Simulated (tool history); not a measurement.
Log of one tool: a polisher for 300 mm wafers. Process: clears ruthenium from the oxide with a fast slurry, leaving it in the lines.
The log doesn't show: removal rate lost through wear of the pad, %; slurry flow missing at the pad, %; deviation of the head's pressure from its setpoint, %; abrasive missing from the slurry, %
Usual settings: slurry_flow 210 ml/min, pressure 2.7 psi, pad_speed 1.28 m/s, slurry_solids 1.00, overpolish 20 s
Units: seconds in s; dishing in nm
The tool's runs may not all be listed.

run,hour,slurry_flow,pressure,pad_speed,slurry_solids,overpolish,wafers since the last listed run,wafers polished on this pad,hours since the slurry nozzle was cleaned,hours since the head pressure was calibrated,hours since the slurry blender was calibrated,"incoming thickness of the incoming film, nm",seconds,dishing
1,0.0,210,2.7,1.28,1.00,20,0,2539,159.3,125.9,167.8,235.2,45.6,71.3
2,44.9,210,2.7,1.28,1.00,20,551,3091,204.2,170.8,212.7,238.9,46.6,73.8
3,95.1,210,2.3,1.28,1.00,20,617,3708,254.4,221.0,262.9,241.7,53.2,63.1
4,119.1,210,3.3,1.54,1.00,20,295,4003,278.4,245.0,286.9,237.5,32.5,93.0
# hour 153.9: worn pad replaced by a new one
5,172.4,210,2.7,1.28,1.00,20,606,227,331.7,298.3,340.2,238.5,47.2,70.7
# hour 219.6: slurry nozzle cleaned
6,240.7,210,2.7,1.28,1.00,20,827,1054,21.1,366.6,408.5,236.4,47.2,70.9
# hour 282.4: slurry blender recalibrated
7,308.4,190,2.7,1.16,1.00,20,807,1862,88.8,434.3,26.0,241.3,54.9,66.6
8,386.5,210,2.7,1.28,1.00,20,960,2822,166.9,512.4,104.1,236.9,47.3,71.1
9,446.2,210,2.7,1.28,1.00,20,733,3556,226.6,572.1,163.8,239.2,47.1,70.0
10,474.4,175,2.7,1.28,1.00,20,346,3902,254.8,600.3,192.0,240.4,50.0,69.1
11,532.4,140,2.7,1.28,0.85,20,712,4615,312.8,658.3,250.0,235.9,52.4,62.9
12,585.5,210,2.7,1.28,1.00,20,652,5268,365.9,711.4,303.1,241.3,48.0,73.4
# hour 593.6: worn pad replaced by a new one
13,639.6,210,2.7,1.44,1.00,20,615,566,420.0,765.5,357.2,243.1,42.7,77.6
# hour 677.5: slurry nozzle cleaned
14,683.4,210,3.0,1.28,1.00,29,526,1092,5.9,809.3,401.0,237.3,43.0,100.8
# hour 705.9: slurry blender recalibrated
15,711.4,210,2.7,1.28,1.00,20,319,1411,33.9,837.3,5.5,245.1,48.1,71.1
16,743.3,210,2.7,1.28,1.00,20,392,1803,65.8,869.2,37.4,236.4,48.1,70.4
17,787.9,210,2.7,0.90,1.00,20,548,2352,110.4,913.8,82.0,238.6,68.9,52.8
# hour 822.3: head pressure recalibrated
18,839.6,210,2.7,1.28,1.00,20,610,2963,162.1,17.3,133.7,236.8,46.7,72.7
19,893.3,210,2.7,1.28,1.00,20,660,3623,215.8,71.0,187.4,239.4,47.3,72.7
20,997.8,210,2.7,0.84,1.00,20,1284,4907,320.3,175.5,291.9,241.9,70.9,51.2
# hour 1004.9: worn pad replaced by a new one
21,1025.3,260,2.7,1.28,0.85,30,288,251,347.8,203.0,319.4,241.6,49.6,92.6
# hour 1066.9: slurry blender recalibrated
22,1097.1,175,2.7,1.10,1.10,17,858,1109,419.6,274.8,30.2,240.9,55.1,53.4
# hour 1103.6: slurry nozzle cleaned
23,1148.5,210,2.7,1.28,1.00,20,619,1728,44.9,326.2,81.6,244.5,48.0,70.4
24,1286.8,210,2.7,1.28,0.70,20,1700,3428,183.2,464.5,219.9,242.0,54.8,65.8
25,1412.8,280,2.7,1.28,1.00,11,1548,4977,309.2,590.5,345.9,238.8,45.2,43.4
# hour 1464.8: worn pad replaced by a new one
26,1465.3,210,3.4,1.28,0.75,8,596,5,361.7,643.0,398.4,237.4,43.7,35.2
# hour 1468.6: slurry nozzle cleaned
# hour 1478.2: slurry blender recalibrated
27,1524.0,210,2.7,0.88,1.00,31,684,690,55.4,701.7,45.8,239.8,70.1,74.7
28,1562.9,210,3.2,1.28,1.15,20,478,1168,94.3,740.6,84.7,237.2,39.1,84.4

Forecast each of these 4 alternatives for the next run:
A,1563.3,210,2.7,1.02,1.00,20,4,1173,94.7,741.0,85.1,238.8,?,?
B,1563.3,250,2.7,1.28,1.00,10,4,1173,94.7,741.0,85.1,238.8,?,?
C,1563.3,165,2.7,1.28,0.75,20,4,1173,94.7,741.0,85.1,238.8,?,?
D,1563.3,265,3.2,1.28,1.20,10,4,1173,94.7,741.0,85.1,238.8,?,?

run,seconds,dishing
A,59.8,56.9
B,46.6,38.7
C,55.3,60.6
D,37.4,47.0
Without the tool's hidden state the same runs would have given:
run,seconds,dishing
A,59.8,56.9
B,46.6,38.7
C,55.3,60.6
D,37.4,47.0
